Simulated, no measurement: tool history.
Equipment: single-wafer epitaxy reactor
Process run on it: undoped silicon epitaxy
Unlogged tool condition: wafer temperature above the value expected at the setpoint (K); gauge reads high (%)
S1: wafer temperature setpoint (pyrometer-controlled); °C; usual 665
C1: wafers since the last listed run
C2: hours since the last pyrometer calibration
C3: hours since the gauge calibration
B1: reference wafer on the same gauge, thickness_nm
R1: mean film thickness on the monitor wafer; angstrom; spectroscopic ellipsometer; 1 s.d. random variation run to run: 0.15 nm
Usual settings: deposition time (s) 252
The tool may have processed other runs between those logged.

run 1 hour=0 | S1=665 deposition_time_(s)=240 | C1=0 C2=925.1 C3=0.3 | B1=63.859 | R1=627.12
run 2 hour=17.6 | S1=665 deposition_time_(s)=252 | C1=158 C2=942.7 C3=17.9 | B1=63.903 | R1=657.49
run 3 hour=35.4 | S1=665 deposition_time_(s)=252 | C1=160 C2=960.5 C3=35.7 | B1=63.882 | R1=658.3
run 4 hour=44.7 | S1=665 deposition_time_(s)=252 | C1=83 C2=969.8 C3=45 | B1=63.901 | R1=657.69
run 5 hour=61.8 | S1=657 deposition_time_(s)=278 | C1=154 C2=986.9 C3=62.1 | B1=63.896 | R1=597.87
run 6 hour=77.3 | S1=665 deposition_time_(s)=252 | C1=139 C2=1002.4 C3=77.6 | B1=63.897 | R1=657.01
run 7 hour=88.3 | S1=665 deposition_time_(s)=252 | C1=99 C2=1013.4 C3=88.6 | B1=63.929 | R1=657.21
run 8 hour=105.9 | S1=665 deposition_time_(s)=252 | C1=158 C2=1031 C3=106.2 | B1=63.907 | R1=660.07
run 9 hour=121.1 | S1=665 deposition_time_(s)=252 | C1=137 C2=1046.2 C3=121.4 | B1=63.866 | R1=658.73
run 10 hour=152.6 | S1=665 deposition_time_(s)=252 | C1=284 C2=1077.7 C3=152.9 | B1=63.892 | R1=661.79
run 11 hour=167.1 | S1=665 deposition_time_(s)=252 | C1=130 C2=1092.2 C3=167.4 | B1=63.92 | R1=658.93
-- hour=183.1 gauge calibrated
-- hour=192.1 pyrometer calibrated
run 12 hour=204.4 | S1=660 deposition_time_(s)=297 | C1=264 C2=12.3 C3=21.3 | B1=63.885 | R1=647.82
run 13 hour=220.7 | S1=660 deposition_time_(s)=266 | C1=146 C2=28.6 C3=37.6 | B1=63.896 | R1=582.91
run 14 hour=230.7 | S1=677 deposition_time_(s)=215 | C1=90 C2=38.6 C3=47.6 | B1=63.868 | R1=703.51

Forecast run 15:
run 15 hour=241.4 | S1=673 deposition_time_(s)=202 | C1=96 C2=49.3 C3=58.3 | B1=? | R1=?

{"run 15": {"B1": 63.927, "R1": 605.29}}
If the tool had no hidden condition, the same run with the same run-to-run variation would have returned R1 595.79 angstrom.
